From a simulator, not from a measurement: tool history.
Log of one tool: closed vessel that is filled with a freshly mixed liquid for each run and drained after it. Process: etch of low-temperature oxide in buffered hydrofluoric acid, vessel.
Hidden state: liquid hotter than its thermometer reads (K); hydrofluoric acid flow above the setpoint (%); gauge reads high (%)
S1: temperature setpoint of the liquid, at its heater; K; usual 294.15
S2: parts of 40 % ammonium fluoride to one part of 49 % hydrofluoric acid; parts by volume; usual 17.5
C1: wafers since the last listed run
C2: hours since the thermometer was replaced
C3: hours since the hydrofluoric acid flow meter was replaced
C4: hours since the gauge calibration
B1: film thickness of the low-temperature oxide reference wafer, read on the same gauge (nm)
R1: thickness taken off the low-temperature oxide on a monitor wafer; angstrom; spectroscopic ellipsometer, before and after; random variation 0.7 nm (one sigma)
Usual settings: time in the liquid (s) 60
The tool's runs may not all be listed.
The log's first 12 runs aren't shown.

Run 13, hour 564.7: usual settings but S2 11.5 parts by volume, time in the liquid (s) 85; C1 3767; C2 188.3; C3 1377.6; C4 1755.4; B1 80.02. Result: R1 1738.8 angstrom.
Run 14, hour 616.1: usual settings but S1 291.15 K, S2 13.5 parts by volume, time in the liquid (s) 85; C1 5424; C2 239.7; C3 1429; C4 1806.8; B1 80.02. Result: R1 1286.2 angstrom.
Run 15, hour 657: usual settings but S1 299.15 K, S2 24.5 parts by volume, time in the liquid (s) 35; C1 4316; C2 280.6; C3 1469.9; C4 1847.7; B1 79.98. Result: R1 485 angstrom.
Run 16, hour 724.2: usual settings but S1 298.65 K, S2 14.5 parts by volume, time in the liquid (s) 85; C1 7092; C2 347.8; C3 1537.1; C4 1914.9; B1 79.99. Result: R1 1827.7 angstrom.
Run 17, hour 773.9: usual settings but S1 290.65 K; C1 5245; C2 397.5; C3 1586.8; C4 1964.6; B1 79.99. Result: R1 692.2 angstrom.
Run 18, hour 799.1: usual settings but S1 290.15 K, S2 11 parts by volume, time in the liquid (s) 30; C1 2659; C2 422.7; C3 1612; C4 1989.8; B1 80.04. Result: R1 528.5 angstrom.
At hour 820.8: thermometer replaced, repeated, since the last time left the tool worse.
Run 19, hour 828.8: usual settings but S1 292.65 K, S2 20.5 parts by volume, time in the liquid (s) 45; C1 3029; C2 8; C3 1641.7; C4 2019.5; B1 79.97. Result: R1 452.2 angstrom.
At hour 836.6: gauge calibrated.
Run 20, hour 890.8: usual settings but S1 299.15 K, S2 11.5 parts by volume, time in the liquid (s) 90; C1 6543; C2 70; C3 1703.7; C4 54.2; B1 80.01. Result: R1 2305.8 angstrom.
Run 21, hour 916.9: usual settings but S1 292.65 K, S2 15.5 parts by volume, time in the liquid (s) 50; C1 2754; C2 96.1; C3 1729.8; C4 80.3; B1 80. Result: R1 663.5 angstrom.
Run 22, hour 943.8: usual settings; C1 2839; C2 123; C3 1756.7; C4 107.2; B1 80.02. Result: R1 774.4 angstrom.
Run 23, hour 1012: usual settings; C1 7197; C2 191.2; C3 1824.9; C4 175.4; B1 80. Result: R1 769.6 angstrom.
At hour 1015.7: hydrofluoric acid flow meter replaced.
Run 24, hour 1042.2: usual settings but S1 290.15 K, time in the liquid (s) 80; C1 3081; C2 221.4; C3 26.5; C4 205.6; B1 79.99. Result: R1 819 angstrom.
Run 25, hour 1101.2: usual settings but S1 292.15 K; C1 6226; C2 280.4; C3 85.5; C4 264.6; B1 80.01. Result: R1 692.4 angstrom.
Run 26, hour 1155.7: usual settings but S1 290.15 K, time in the liquid (s) 85; C1 5752; C2 334.9; C3 140; C4 319.1; B1 80. Result: R1 881.2 angstrom.
Run 27, hour 1216.5: usual settings; C1 6416; C2 395.7; C3 200.8; C4 379.9; B1 80. Result: R1 780.7 angstrom.
Run 28, hour 1253.8: usual settings but S2 21 parts by volume; C1 3936; C2 433; C3 238.1; C4 417.2; B1 79.97. Result: R1 653 angstrom.
Run 29, hour 1318.7: usual settings; C1 6849; C2 497.9; C3 303; C4 482.1; B1 80.01. Result: R1 781.7 angstrom.
Run 30, hour 1352.9: usual settings; C1 3609; C2 532.1; C3 337.2; C4 516.3; B1 80.03. Result: R1 787.5 angstrom.
Run 31, hour 1417.2: usual settings but S2 23.5 parts by volume; C1 6786; C2 596.4; C3 401.5; C4 580.6; B1 80.02. Result: R1 621.6 angstrom.
Run 32, hour 1468.1: usual settings but S2 11.5 parts by volume, time in the liquid (s) 40; C1 5372; C2 647.3; C3 452.4; C4 631.5; B1 80.02. Result: R1 781.9 angstrom.

Forecast each of these 4 alternatives for the next run:
Run A, hour 1468.8: usual settings; C1 73; C2 648; C3 453.1; C4 632.2; B1 ?. Result: R1 ?.
Run B, hour 1468.8: usual settings but S1 292.65 K, S2 23.5 parts by volume, time in the liquid (s) 90; C1 73; C2 648; C3 453.1; C4 632.2; B1 ?. Result: R1 ?.
Run C, hour 1468.8: usual settings but S1 298.15 K; C1 73; C2 648; C3 453.1; C4 632.2; B1 ?. Result: R1 ?.
Run D, hour 1468.8: usual settings but S1 290.65 K, S2 19.5 parts by volume; C1 73; C2 648; C3 453.1; C4 632.2; B1 ?. Result: R1 ?.

run     B1     R1
  A  80.01  780.4
  B  80.01  844.1
  C  80.01    972
  D  80.01    576
Without the tool's hidden state the same runs would have given:
run     R1
  A  763.2
  B  825.3
  C  951.2
  D    563
